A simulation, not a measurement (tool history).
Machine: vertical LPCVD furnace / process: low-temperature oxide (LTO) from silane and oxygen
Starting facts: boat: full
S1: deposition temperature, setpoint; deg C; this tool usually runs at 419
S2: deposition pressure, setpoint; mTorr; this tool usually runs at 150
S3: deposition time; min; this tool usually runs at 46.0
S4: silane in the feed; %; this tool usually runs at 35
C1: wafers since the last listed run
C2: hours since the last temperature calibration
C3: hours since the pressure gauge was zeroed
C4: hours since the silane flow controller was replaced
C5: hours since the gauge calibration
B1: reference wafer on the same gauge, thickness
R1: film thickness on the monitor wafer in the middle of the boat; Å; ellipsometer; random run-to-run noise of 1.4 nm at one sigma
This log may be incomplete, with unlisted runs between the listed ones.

run	hour	S1	S2	S3	S4	C1	C2	C3	C4	C5	B1	R1
1	0.0	419	150	46.0	35	0	1970.9	1410.0	3615.3	15.6	256.59	3084.5
2	33.2	419	150	46.0	35	585	2004.1	1443.2	3648.5	48.8	256.06	3128.7
3	58.7	419	150	46.0	35	450	2029.6	1468.7	3674.0	74.3	256.59	3088.1
4	92.0	419	150	46.0	35	587	2062.9	1502.0	3707.3	107.6	256.31	3125.2
5	149.9	416	150	46.0	35	1021	2120.8	1559.9	3765.2	165.5	256.07	3012.5
6	209.2	416	150	46.0	35	1046	2180.1	1619.2	3824.5	224.8	255.60	2987.6
# hour 278.9: thermocouples replaced and temperature profile calibrated
7	279.4	416	150	46.0	35	815	0.5	1689.4	3894.7	295.0	254.25	2970.7
8	337.9	419	125	46.0	35	1032	59.0	1747.9	3953.2	353.5	253.50	2554.9
9	376.6	412	150	46.0	30	683	97.7	1786.6	3991.9	392.2	252.65	2297.2
# hour 445.8: gauge calibrated
# hour 493.0: silane flow controller replaced
10	525.7	430	185	51.0	31	2208	246.8	1935.7	32.7	79.9	256.28	4063.8
# hour 654.7: pressure gauge zeroed
11	671.9	416	150	46.0	35	2156	393.0	17.2	178.9	226.1	255.17	3004.8
12	729.3	419	150	29.0	35	1013	450.4	74.6	236.3	283.5	254.36	1949.7
13	787.3	419	150	35.5	32	1023	508.4	132.6	294.3	341.5	253.72	2120.9
14	824.9	419	150	46.0	35	663	546.0	170.2	331.9	379.1	253.00	3021.4

What if the next run were any one of these 3? Each begins from the tool's condition after run 14:
A	829.1	419	130	46.0	35	74	550.2	174.4	336.1	383.3	?	?
B	829.1	408	185	55.0	37	74	550.2	174.4	336.1	383.3	?	?
C	829.1	419	185	58.5	35	74	550.2	174.4	336.1	383.3	?	?

run	B1	R1
A	252.71	2662.6
B	252.71	4316.4
C	252.71	4818.7
Had the tool no hidden state, the same runs would have come out as:
run	R1
A	2705.8
B	4386.5
C	4896.9

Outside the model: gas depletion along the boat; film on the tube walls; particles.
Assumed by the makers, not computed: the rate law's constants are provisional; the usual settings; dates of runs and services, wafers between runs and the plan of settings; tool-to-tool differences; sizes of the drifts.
